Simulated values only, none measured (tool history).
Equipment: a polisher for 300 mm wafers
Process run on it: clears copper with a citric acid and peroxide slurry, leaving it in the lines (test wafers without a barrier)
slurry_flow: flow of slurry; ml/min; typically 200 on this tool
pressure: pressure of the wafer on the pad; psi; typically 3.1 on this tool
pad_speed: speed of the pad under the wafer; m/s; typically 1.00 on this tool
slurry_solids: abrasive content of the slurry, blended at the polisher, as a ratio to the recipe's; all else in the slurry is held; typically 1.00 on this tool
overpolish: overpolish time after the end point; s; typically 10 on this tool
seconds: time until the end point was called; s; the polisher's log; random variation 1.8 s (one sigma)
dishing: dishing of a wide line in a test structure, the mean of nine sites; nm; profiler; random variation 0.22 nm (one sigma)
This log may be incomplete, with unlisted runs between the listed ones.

run	day	slurry_flow	pressure	pad_speed	slurry_solids	overpolish	incoming thickness of the incoming film, nm	seconds	dishing
1	0.000	200	2.6	1.00	0.85	10	245.7	125.7	16.2
2	4.292	165	3.1	1.00	1.00	10	246.5	110.3	18.2
3	6.429	165	3.1	1.00	1.00	10	244.7	106.2	18.1
4	9.317	165	3.1	1.00	1.00	10	242.3	115.5	17.3
# day 10.246: worn pad replaced by a new one
# day 10.458: slurry blender recalibrated
5	11.612	200	3.1	1.00	1.00	10	247.1	98.5	20.1
# day 12.821: slurry nozzle cleaned
6	15.750	200	3.1	1.00	1.00	10	240.9	99.8	19.2
7	19.275	200	3.1	1.00	1.00	10	245.7	107.9	18.8
8	21.504	200	3.1	1.00	1.00	10	246.6	107.4	18.3
# day 22.204: head pressure recalibrated
# day 22.654: slurry blender recalibrated
# day 23.267: worn pad replaced by a new one
9	24.325	200	3.1	1.00	1.00	8	241.6	99.4	15.7
10	27.883	200	3.1	1.00	1.00	8	246.1	107.3	15.6
11	29.688	200	3.4	1.00	1.15	13	244.7	90.2	26.4
# day 36.125: slurry blender recalibrated
12	36.975	200	3.1	1.00	1.00	10	241.6	114.9	17.2
# day 37.396: worn pad replaced by a new one
13	39.538	150	3.1	1.00	0.85	10	242.6	104.1	18.1
14	43.988	200	3.1	1.00	1.00	10	246.5	105.2	18.7
15	47.158	200	3.1	1.34	1.00	10	247.6	81.8	24.2
# day 49.033: worn pad replaced by a new one
16	49.392	135	3.1	1.00	1.00	10	247.7	102.7	19.4
# day 49.562: slurry blender recalibrated
# day 49.692: slurry nozzle cleaned
17	53.525	130	3.5	1.00	1.00	10	241.9	92.8	20.4
18	56.862	200	3.1	1.00	1.00	10	244.1	103.7	18.7
19	59.362	200	3.1	1.00	1.00	10	246.7	110.5	18.2
# day 60.054: worn pad replaced by a new one
20	63.483	200	3.1	0.82	1.00	8	243.4	120.6	13.1

3 ways to go on from here, each from the tool as it stands after run 20. What would each give?
A	63.504	200	3.1	0.72	1.00	10	242.7	?	?
B	63.504	200	3.9	1.00	0.90	10	242.7	?	?
C	63.504	140	3.1	1.00	1.00	5	242.7	?	?

run	seconds	dishing
A	141.8	14.4
B	86.8	23.0
C	107.2	9.7
What these runs would have given with no unlogged condition in the tool:
run	seconds	dishing
A	136.5	14.9
B	83.6	23.8
C	103.2	10.0
